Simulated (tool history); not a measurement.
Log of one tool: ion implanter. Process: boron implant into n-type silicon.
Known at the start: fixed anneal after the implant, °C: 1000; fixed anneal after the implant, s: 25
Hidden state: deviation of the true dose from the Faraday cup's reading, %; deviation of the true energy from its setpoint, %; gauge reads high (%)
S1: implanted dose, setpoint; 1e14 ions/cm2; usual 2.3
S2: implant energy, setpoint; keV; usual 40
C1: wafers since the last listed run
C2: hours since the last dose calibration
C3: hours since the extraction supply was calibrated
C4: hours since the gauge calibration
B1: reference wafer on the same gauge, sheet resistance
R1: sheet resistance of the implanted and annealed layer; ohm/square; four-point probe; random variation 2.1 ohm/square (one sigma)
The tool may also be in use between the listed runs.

run	day	S1	S2	C1	C2	C3	C4	B1	R1
1	0	2.62	40	0	626.5	2293	713.5	331.15	355.01
2	6.792	2.62	40	5996	789.5	2456	876.5	331.28	359.37
3	9.483	2.3	40	2376	854.1	2520.6	941.1	330.9	393.7
4	13.146	2.3	40	3233	942	2608.5	1029	330.84	393.6
5	16.712	2.3	40	3149	1027.6	2694.1	1114.6	330.84	392.69
6	19.658	2.7	46	2600	1098.3	2764.8	1185.3	331.39	343.85
7	24.083	2.7	46	3906	1204.5	2871	1291.5	330.97	342.25
8	27.683	2.7	46	3178	1290.9	2957.4	1377.9	330.94	345.18
9	30.867	2.3	40	2810	1367.3	3033.8	1454.3	331.39	396.2
# day 31.908: extraction supply calibrated
10	33.871	2.3	40	2358	1439.4	47.1	1526.4	331.51	394.51
11	36.446	2.51	40	2273	1501.2	108.9	1588.2	330.68	368.51
# day 37.562: Faraday cup replaced and dose calibrated
12	38.421	2.3	40	1449	20.6	156.3	1635.6	330.99	393.73
13	41.825	2.3	40	3005	102.3	238	1717.3	330.67	388.64
14	43.508	2.62	40	1486	142.7	278.4	1757.7	331.26	357.3
15	46.162	1.83	36	2343	206.4	342.1	1821.4	331.27	475.74
# day 49.567: gauge calibrated
16	55.458	2.58	50.5	8207	429.5	565.2	141.4	330.76	347.3
17	56.979	2.3	53	1342	466	601.7	177.9	331.06	379.04
18	58.492	2.02	48	1335	502.3	638	214.2	331.25	419.99
19	61.567	2.53	40	2714	576.1	711.8	288	330.82	365.28
20	65.346	2.3	40	3336	666.8	802.5	378.7	330.95	393.83
21	69.475	2.64	44.5	3645	765.9	901.6	477.8	330.99	352.54
22	72.829	2	52	2961	846.4	982.1	558.3	330.91	420.6

Forecast each of these 5 alternatives for the next run:
A	72.846	2.3	40	14	846.8	982.5	558.7	?	?
B	72.846	1.88	40	14	846.8	982.5	558.7	?	?
C	72.846	2.87	45	14	846.8	982.5	558.7	?	?
D	72.846	2.3	52.5	14	846.8	982.5	558.7	?	?
E	72.846	2.12	26	14	846.8	982.5	558.7	?	?

run	B1	R1
A	330.96	393.57
B	330.96	456.61
C	330.96	328.38
D	330.96	378.73
E	330.96	442.03
Without the tool's hidden state the same runs would have given:
run	R1
A	393.57
B	456.61
C	328.38
D	378.73
E	442.03
